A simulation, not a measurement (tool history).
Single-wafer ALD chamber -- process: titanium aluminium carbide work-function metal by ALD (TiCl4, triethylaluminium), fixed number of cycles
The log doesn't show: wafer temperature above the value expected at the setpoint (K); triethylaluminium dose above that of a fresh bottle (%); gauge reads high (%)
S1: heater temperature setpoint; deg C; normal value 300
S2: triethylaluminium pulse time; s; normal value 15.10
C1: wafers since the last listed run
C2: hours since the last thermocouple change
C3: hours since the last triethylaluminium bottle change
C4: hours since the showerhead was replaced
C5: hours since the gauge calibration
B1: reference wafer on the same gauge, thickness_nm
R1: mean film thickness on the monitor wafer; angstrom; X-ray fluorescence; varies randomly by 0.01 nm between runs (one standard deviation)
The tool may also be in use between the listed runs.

{"run": 1, "hour": 0.0, "S1": 295, "S2": 19.03, "C1": 0, "C2": 197.0, "C3": 605.2, "C4": 6331.8, "C5": 558.5, "B1": 1.928, "R1": 22.15}
{"run": 2, "hour": 36.7, "S1": 300, "S2": 17.06, "C1": 347, "C2": 233.7, "C3": 641.9, "C4": 6368.5, "C5": 595.2, "B1": 1.929, "R1": 22.45}
{"run": 3, "hour": 97.3, "S1": 300, "S2": 17.06, "C1": 573, "C2": 294.3, "C3": 702.5, "C4": 6429.1, "C5": 655.8, "B1": 1.928, "R1": 22.52}
{"run": 4, "hour": 138.0, "S1": 300, "S2": 17.06, "C1": 385, "C2": 335.0, "C3": 743.2, "C4": 6469.8, "C5": 696.5, "B1": 1.93, "R1": 22.59}
{"run": 5, "hour": 162.4, "S1": 300, "S2": 15.1, "C1": 230, "C2": 359.4, "C3": 767.6, "C4": 6494.2, "C5": 720.9, "B1": 1.932, "R1": 22.64}
{"hour": 215.3, "done": "gauge calibrated"}
{"run": 6, "hour": 218.3, "S1": 300, "S2": 15.1, "C1": 529, "C2": 415.3, "C3": 823.5, "C4": 6550.1, "C5": 3.0, "B1": 1.929, "R1": 22.48}
{"run": 7, "hour": 278.6, "S1": 300, "S2": 15.1, "C1": 570, "C2": 475.6, "C3": 883.8, "C4": 6610.4, "C5": 63.3, "B1": 1.928, "R1": 22.4}
{"run": 8, "hour": 309.4, "S1": 291, "S2": 15.1, "C1": 291, "C2": 506.4, "C3": 914.6, "C4": 6641.2, "C5": 94.1, "B1": 1.932, "R1": 21.52}
{"run": 9, "hour": 349.9, "S1": 294, "S2": 15.1, "C1": 383, "C2": 546.9, "C3": 955.1, "C4": 6681.7, "C5": 134.6, "B1": 1.93, "R1": 21.93}
{"run": 10, "hour": 420.4, "S1": 300, "S2": 15.1, "C1": 667, "C2": 617.4, "C3": 1025.6, "C4": 6752.2, "C5": 205.1, "B1": 1.93, "R1": 22.45}
{"run": 11, "hour": 479.3, "S1": 300, "S2": 15.1, "C1": 557, "C2": 676.3, "C3": 1084.5, "C4": 6811.1, "C5": 264.0, "B1": 1.931, "R1": 22.54}
{"hour": 523.0, "done": "triethylaluminium bottle replaced"}
{"run": 12, "hour": 523.5, "S1": 300, "S2": 15.1, "C1": 342, "C2": 720.5, "C3": 0.5, "C4": 6855.3, "C5": 308.2, "B1": 1.933, "R1": 22.51}
{"run": 13, "hour": 588.6, "S1": 300, "S2": 15.1, "C1": 616, "C2": 785.6, "C3": 65.6, "C4": 6920.4, "C5": 373.3, "B1": 1.931, "R1": 22.44}
{"run": 14, "hour": 614.7, "S1": 300, "S2": 15.1, "C1": 247, "C2": 811.7, "C3": 91.7, "C4": 6946.5, "C5": 399.4, "B1": 1.929, "R1": 22.19}
{"run": 15, "hour": 660.8, "S1": 311, "S2": 20.78, "C1": 436, "C2": 857.8, "C3": 137.8, "C4": 6992.6, "C5": 445.5, "B1": 1.927, "R1": 23.39}
{"run": 16, "hour": 696.7, "S1": 300, "S2": 15.1, "C1": 339, "C2": 893.7, "C3": 173.7, "C4": 7028.5, "C5": 481.4, "B1": 1.932, "R1": 22.3}
{"run": 17, "hour": 762.9, "S1": 308, "S2": 17.86, "C1": 626, "C2": 959.9, "C3": 239.9, "C4": 7094.7, "C5": 547.6, "B1": 1.929, "R1": 22.94}
{"hour": 785.2, "done": "showerhead replaced"}
{"run": 18, "hour": 804.8, "S1": 300, "S2": 15.1, "C1": 320, "C2": 1001.8, "C3": 281.8, "C4": 19.6, "C5": 589.5, "B1": 1.933, "R1": 22.03}
{"run": 19, "hour": 852.6, "S1": 300, "S2": 17.78, "C1": 452, "C2": 1049.6, "C3": 329.6, "C4": 67.4, "C5": 637.3, "B1": 1.93, "R1": 22.02}
{"hour": 872.7, "done": "gauge calibrated"}
{"run": 20, "hour": 893.8, "S1": 295, "S2": 18.13, "C1": 389, "C2": 1090.8, "C3": 370.8, "C4": 108.6, "C5": 21.1, "B1": 1.93, "R1": 21.63}
{"hour": 912.3, "done": "thermocouple changed; heater temperature recalibrated"}
{"run": 21, "hour": 965.5, "S1": 296, "S2": 17.71, "C1": 602, "C2": 53.2, "C3": 442.5, "C4": 180.3, "C5": 92.8, "B1": 1.93, "R1": 22.21}
{"run": 22, "hour": 1028.6, "S1": 300, "S2": 12.87, "C1": 597, "C2": 116.3, "C3": 505.6, "C4": 243.4, "C5": 155.9, "B1": 1.931, "R1": 22.37}
{"run": 23, "hour": 1057.4, "S1": 311, "S2": 15.1, "C1": 272, "C2": 145.1, "C3": 534.4, "C4": 272.2, "C5": 184.7, "B1": 1.933, "R1": 23.47}
{"run": 24, "hour": 1082.9, "S1": 309, "S2": 13.37, "C1": 241, "C2": 170.6, "C3": 559.9, "C4": 297.7, "C5": 210.2, "B1": 1.929, "R1": 23.18}
{"run": 25, "hour": 1138.3, "S1": 300, "S2": 15.1, "C1": 524, "C2": 226.0, "C3": 615.3, "C4": 353.1, "C5": 265.6, "B1": 1.931, "R1": 22.5}
{"run": 26, "hour": 1180.6, "S1": 292, "S2": 9.9, "C1": 400, "C2": 268.3, "C3": 657.6, "C4": 395.4, "C5": 307.9, "B1": 1.929, "R1": 21.6}
{"run": 27, "hour": 1217.2, "S1": 304, "S2": 15.1, "C1": 346, "C2": 304.9, "C3": 694.2, "C4": 432.0, "C5": 344.5, "B1": 1.93, "R1": 22.81}
{"run": 28, "hour": 1286.3, "S1": 300, "S2": 15.1, "C1": 654, "C2": 374.0, "C3": 763.3, "C4": 501.1, "C5": 413.6, "B1": 1.928, "R1": 22.41}
{"run": 29, "hour": 1357.1, "S1": 286, "S2": 9.1, "C1": 670, "C2": 444.8, "C3": 834.1, "C4": 571.9, "C5": 484.4, "B1": 1.93, "R1": 20.94}

Hidden state at the last listed run before each entry between runs and at the first one after, where it differs:
Between runs 5 and 6: gauge calibrated (hour 215.3)
  wafer temperature above the value expected at the setpoint (K): -0.605 -> -0.82
  measured result minus the result with no hidden state, R1: -0.06 -> -0.07 angstrom
Between runs 11 and 12: triethylaluminium bottle replaced (hour 523.0)
  wafer temperature above the value expected at the setpoint (K): -2.23 -> -2.54
  measured result minus the result with no hidden state, R1: -0.19 -> -0.22 angstrom
Between runs 17 and 18: showerhead replaced (hour 785.2)
  wafer temperature above the value expected at the setpoint (K): -4.53 -> -4.94
  measured result minus the result with no hidden state, R1: -0.40 -> -0.42 angstrom
Between runs 19 and 20: gauge calibrated (hour 872.7)
  wafer temperature above the value expected at the setpoint (K): -5.43 -> -5.86
  measured result minus the result with no hidden state, R1: -0.46 -> -0.50 angstrom
Between runs 20 and 21: thermocouple changed; heater temperature recalibrated (hour 912.3)
  wafer temperature above the value expected at the setpoint (K): -5.86 -> -0.169
  measured result minus the result with no hidden state, R1: -0.50 -> -0.01 angstrom
